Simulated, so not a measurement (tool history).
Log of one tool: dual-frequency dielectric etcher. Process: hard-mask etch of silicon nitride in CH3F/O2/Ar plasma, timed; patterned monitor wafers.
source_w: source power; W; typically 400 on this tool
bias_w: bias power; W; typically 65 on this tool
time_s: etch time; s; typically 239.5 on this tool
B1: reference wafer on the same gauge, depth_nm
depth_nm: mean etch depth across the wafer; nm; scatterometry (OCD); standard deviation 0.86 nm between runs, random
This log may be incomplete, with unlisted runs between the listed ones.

{"run": 1, "day": 0.0, "source_w": 380, "bias_w": 57, "time_s": 239.5, "B1": 133.1, "depth_nm": 130.2}
{"day": 0.35, "done": "bias power generator calibrated"}
{"run": 2, "day": 2.596, "source_w": 380, "bias_w": 57, "time_s": 239.5, "B1": 133.0, "depth_nm": 133.3}
{"day": 6.017, "done": "source power generator calibrated"}
{"run": 3, "day": 6.762, "source_w": 400, "bias_w": 65, "time_s": 239.5, "B1": 133.1, "depth_nm": 144.0}
{"run": 4, "day": 9.179, "source_w": 400, "bias_w": 65, "time_s": 239.5, "B1": 133.1, "depth_nm": 142.3}
{"run": 5, "day": 12.425, "source_w": 400, "bias_w": 65, "time_s": 239.5, "B1": 132.9, "depth_nm": 144.4}
{"run": 6, "day": 14.767, "source_w": 400, "bias_w": 65, "time_s": 239.5, "B1": 132.9, "depth_nm": 141.4}
{"run": 7, "day": 16.296, "source_w": 400, "bias_w": 65, "time_s": 191.0, "B1": 132.8, "depth_nm": 112.1}
{"day": 19.275, "done": "wet clean of the chamber"}
{"run": 8, "day": 19.496, "source_w": 470, "bias_w": 65, "time_s": 176.0, "B1": 133.1, "depth_nm": 119.0}
{"run": 9, "day": 28.892, "source_w": 400, "bias_w": 65, "time_s": 239.5, "B1": 133.0, "depth_nm": 146.5}
{"run": 10, "day": 33.017, "source_w": 400, "bias_w": 81, "time_s": 239.5, "B1": 132.9, "depth_nm": 158.3}
{"run": 11, "day": 35.358, "source_w": 400, "bias_w": 65, "time_s": 239.5, "B1": 133.0, "depth_nm": 145.0}
{"run": 12, "day": 38.742, "source_w": 400, "bias_w": 49, "time_s": 204.5, "B1": 133.1, "depth_nm": 109.2}
{"run": 13, "day": 40.962, "source_w": 300, "bias_w": 52, "time_s": 288.0, "B1": 133.0, "depth_nm": 130.4}
{"run": 14, "day": 42.838, "source_w": 350, "bias_w": 49, "time_s": 185.0, "B1": 133.1, "depth_nm": 91.2}
{"run": 15, "day": 45.967, "source_w": 400, "bias_w": 65, "time_s": 239.5, "B1": 133.0, "depth_nm": 142.2}
{"run": 16, "day": 47.692, "source_w": 460, "bias_w": 78, "time_s": 239.5, "B1": 133.0, "depth_nm": 164.3}
{"day": 51.683, "done": "wet clean of the chamber"}
{"day": 52.725, "done": "upper electrode replaced"}
{"run": 17, "day": 52.746, "source_w": 400, "bias_w": 65, "time_s": 239.5, "B1": 132.8, "depth_nm": 147.6}
{"run": 18, "day": 53.933, "source_w": 470, "bias_w": 65, "time_s": 176.0, "B1": 133.0, "depth_nm": 119.1}
{"run": 19, "day": 57.5, "source_w": 400, "bias_w": 65, "time_s": 239.5, "B1": 133.1, "depth_nm": 145.2}
{"run": 20, "day": 60.471, "source_w": 430, "bias_w": 65, "time_s": 173.5, "B1": 133.2, "depth_nm": 110.2}
{"run": 21, "day": 62.312, "source_w": 400, "bias_w": 65, "time_s": 239.5, "B1": 133.0, "depth_nm": 147.4}
{"run": 22, "day": 65.683, "source_w": 450, "bias_w": 72, "time_s": 262.5, "B1": 133.0, "depth_nm": 178.9}
{"run": 23, "day": 68.962, "source_w": 400, "bias_w": 49, "time_s": 204.5, "B1": 133.0, "depth_nm": 109.5}
{"run": 24, "day": 72.4, "source_w": 400, "bias_w": 65, "time_s": 239.5, "B1": 132.9, "depth_nm": 144.3}
{"run": 25, "day": 74.667, "source_w": 470, "bias_w": 74, "time_s": 258.5, "B1": 132.8, "depth_nm": 175.2}
{"run": 26, "day": 78.288, "source_w": 350, "bias_w": 65, "time_s": 197.0, "B1": 133.0, "depth_nm": 107.2}
{"run": 27, "day": 82.646, "source_w": 400, "bias_w": 70, "time_s": 218.5, "B1": 132.9, "depth_nm": 131.8}
{"day": 84.812, "done": "wet clean of the chamber"}
{"day": 85.538, "done": "source power generator calibrated"}
{"run": 28, "day": 85.558, "source_w": 430, "bias_w": 50, "time_s": 271.5, "B1": 133.0, "depth_nm": 156.6}
{"run": 29, "day": 87.808, "source_w": 400, "bias_w": 65, "time_s": 185.0, "B1": 133.2, "depth_nm": 113.2}

Here are 4 independent what-if runs from the current tool condition. What would each one return?
{"run": "A", "day": 87.829, "source_w": 400, "bias_w": 65, "time_s": 239.5, "B1": "?", "depth_nm": "?"}
{"run": "B", "day": 87.829, "source_w": 400, "bias_w": 65, "time_s": 269.0, "B1": "?", "depth_nm": "?"}
{"run": "C", "day": 87.829, "source_w": 340, "bias_w": 79, "time_s": 239.5, "B1": "?", "depth_nm": "?"}
{"run": "D", "day": 87.829, "source_w": 400, "bias_w": 57, "time_s": 239.5, "B1": "?", "depth_nm": "?"}

run=A B1=133.1 depth_nm=147.3
run=B B1=133.1 depth_nm=165.4
run=C B1=133.1 depth_nm=143.6
run=D B1=133.1 depth_nm=139.9
The same runs, with their run-to-run variation unchanged, on a tool lacking any hidden condition would have given:
run=A depth_nm=148.2
run=B depth_nm=166.5
run=C depth_nm=144.7
run=D depth_nm=140.8
